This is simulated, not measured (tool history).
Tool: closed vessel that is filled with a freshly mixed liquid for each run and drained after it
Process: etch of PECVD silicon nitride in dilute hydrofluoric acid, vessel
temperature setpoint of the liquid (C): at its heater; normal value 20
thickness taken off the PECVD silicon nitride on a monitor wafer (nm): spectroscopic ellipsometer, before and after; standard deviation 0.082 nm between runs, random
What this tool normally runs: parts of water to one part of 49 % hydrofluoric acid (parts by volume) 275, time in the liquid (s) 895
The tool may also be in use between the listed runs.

run,hour,temperature setpoint of the liquid (C),parts of water to one part of 49 % hydrofluoric acid (parts by volume),time in the liquid (s),wafers since the last listed run,hours since the thermometer was replaced,hours since the hydrofluoric acid flow meter was replaced,hours since the gauge calibration,"read-back film thickness of the PECVD silicon nitride reference wafer, read on the same gauge (nm)",thickness taken off the PECVD silicon nitride on a monitor wafer (nm)
1,0,20,275,895,0,534.6,712.7,271.5,89.98,9.05
2,35.6,20,275,895,2202,570.2,748.3,307.1,90,9.08
3,59.3,17.5,275,895,1466,593.9,772,330.8,89.98,7.71
4,80.2,20,200,895,1292,614.8,792.9,351.7,89.97,12.35
5,115.8,20,200,895,2202,650.4,828.5,387.3,90,12.46
6,140.8,20,275,895,1546,675.4,853.5,412.3,89.98,8.98
7,156.5,20,275,895,971,691.1,869.2,428,89.98,8.94
8,184.6,20,275,895,1738,719.2,897.3,456.1,90.03,8.98
# hour 197.8: gauge calibrated
9,217.4,20,275,895,2029,752,930.1,19.6,90.02,8.92
10,236,22,275,1275,1150,770.6,948.7,38.2,90,14.35
11,249,20,275,895,804,783.6,961.7,51.2,90,8.79
12,266,24.5,275,1420,1051,800.6,978.7,68.2,90.03,18.63
13,282.1,17,380,1160,996,816.7,994.8,84.3,90,7.02
14,297.2,22.5,275,895,934,831.8,1009.9,99.4,90.01,10.38
15,331.9,20,275,895,2146,866.5,1044.6,134.1,90,8.83
16,360.2,20,275,895,1750,894.8,1072.9,162.4,90.01,8.84
# hour 368: thermometer replaced
# hour 369.2: hydrofluoric acid flow meter replaced
17,381.1,17,385,895,1169,13.1,11.9,183.3,90.03,5.86
18,395.1,20,275,895,866,27.1,25.9,197.3,90,9.77
19,430.7,24,390,1365,2202,62.7,61.5,232.9,89.96,13.32
20,447.9,20,235,895,1064,79.9,78.7,250.1,90.01,11.38
21,482.9,20,200,895,2165,114.9,113.7,285.1,89.98,13.33

Predict the results of run 22:
22,500.3,23.5,385,540,1076,132.3,131.1,302.5,?,?

Run 22 produced read-back film thickness of the PECVD silicon nitride reference wafer, read on the same gauge (nm) 90.03, thickness taken off the PECVD silicon nitride on a monitor wafer (nm) 5.18.
With the hidden condition absent and the run-to-run variation left alone, this run would have shown thickness taken off the PECVD silicon nitride on a monitor wafer (nm) 5.28.
